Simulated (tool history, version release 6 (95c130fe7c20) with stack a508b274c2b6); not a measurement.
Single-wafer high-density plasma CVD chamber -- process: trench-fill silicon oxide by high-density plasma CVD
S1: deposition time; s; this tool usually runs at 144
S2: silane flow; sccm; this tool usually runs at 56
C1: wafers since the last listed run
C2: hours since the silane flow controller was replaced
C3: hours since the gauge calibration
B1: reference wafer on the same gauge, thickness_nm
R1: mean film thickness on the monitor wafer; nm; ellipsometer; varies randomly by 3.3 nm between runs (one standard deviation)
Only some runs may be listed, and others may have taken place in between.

{"run": 1, "day": 0.0, "S1": 122, "S2": 56, "C1": 0, "C2": 3706.1, "C3": 408.7, "B1": 878.653, "R1": 662.919}
{"run": 2, "day": 3.646, "S1": 122, "S2": 56, "C1": 643, "C2": 3793.6, "C3": 496.2, "B1": 875.785, "R1": 661.899}
{"day": 7.417, "done": "gauge calibrated"}
{"run": 3, "day": 7.892, "S1": 144, "S2": 56, "C1": 749, "C2": 3895.5, "C3": 11.4, "B1": 892.486, "R1": 792.385}
{"run": 4, "day": 11.288, "S1": 124, "S2": 65, "C1": 599, "C2": 3977.0, "C3": 92.9, "B1": 891.45, "R1": 793.214}
{"run": 5, "day": 12.929, "S1": 144, "S2": 56, "C1": 289, "C2": 4016.4, "C3": 132.3, "B1": 891.562, "R1": 787.288}
{"run": 6, "day": 15.179, "S1": 144, "S2": 56, "C1": 397, "C2": 4070.4, "C3": 186.3, "B1": 889.748, "R1": 790.556}
{"run": 7, "day": 18.804, "S1": 144, "S2": 56, "C1": 639, "C2": 4157.4, "C3": 273.3, "B1": 888.203, "R1": 786.038}
{"day": 22.333, "done": "silane flow controller replaced"}
{"run": 8, "day": 22.671, "S1": 170, "S2": 62, "C1": 623, "C2": 8.1, "C3": 366.1, "B1": 886.653, "R1": 1026.975}
{"run": 9, "day": 26.917, "S1": 171, "S2": 50, "C1": 749, "C2": 110.0, "C3": 468.0, "B1": 880.378, "R1": 832.267}
{"run": 10, "day": 29.508, "S1": 144, "S2": 59, "C1": 457, "C2": 172.2, "C3": 530.2, "B1": 878.897, "R1": 828.69}
{"run": 11, "day": 31.921, "S1": 129, "S2": 66, "C1": 425, "C2": 230.1, "C3": 588.1, "B1": 875.605, "R1": 822.514}
{"day": 34.071, "done": "gauge calibrated"}
{"run": 12, "day": 35.958, "S1": 166, "S2": 48, "C1": 712, "C2": 327.0, "C3": 45.3, "B1": 891.873, "R1": 784.952}
{"run": 13, "day": 39.354, "S1": 144, "S2": 56, "C1": 599, "C2": 408.5, "C3": 126.8, "B1": 888.29, "R1": 786.52}
{"run": 14, "day": 48.008, "S1": 132, "S2": 52, "C1": 1527, "C2": 616.2, "C3": 334.5, "B1": 885.007, "R1": 672.377}

Had the tool no unlogged condition, and each run kept its random variation, what would the results have been?
Hidden state present: delivered silane flow above the setpoint (%); gauge reads high (%).
run=1 R1=669.366
run=2 R1=670.932
run=3 R1=789.118
run=4 R1=790.268
run=5 R1=784.699
run=6 R1=788.611
run=7 R1=785.621
run=8 R1=1029.385
run=9 R1=837.674
run=10 R1=836.604
run=11 R1=833.004
run=12 R1=783.473
run=13 R1=785.570
run=14 R1=674.690
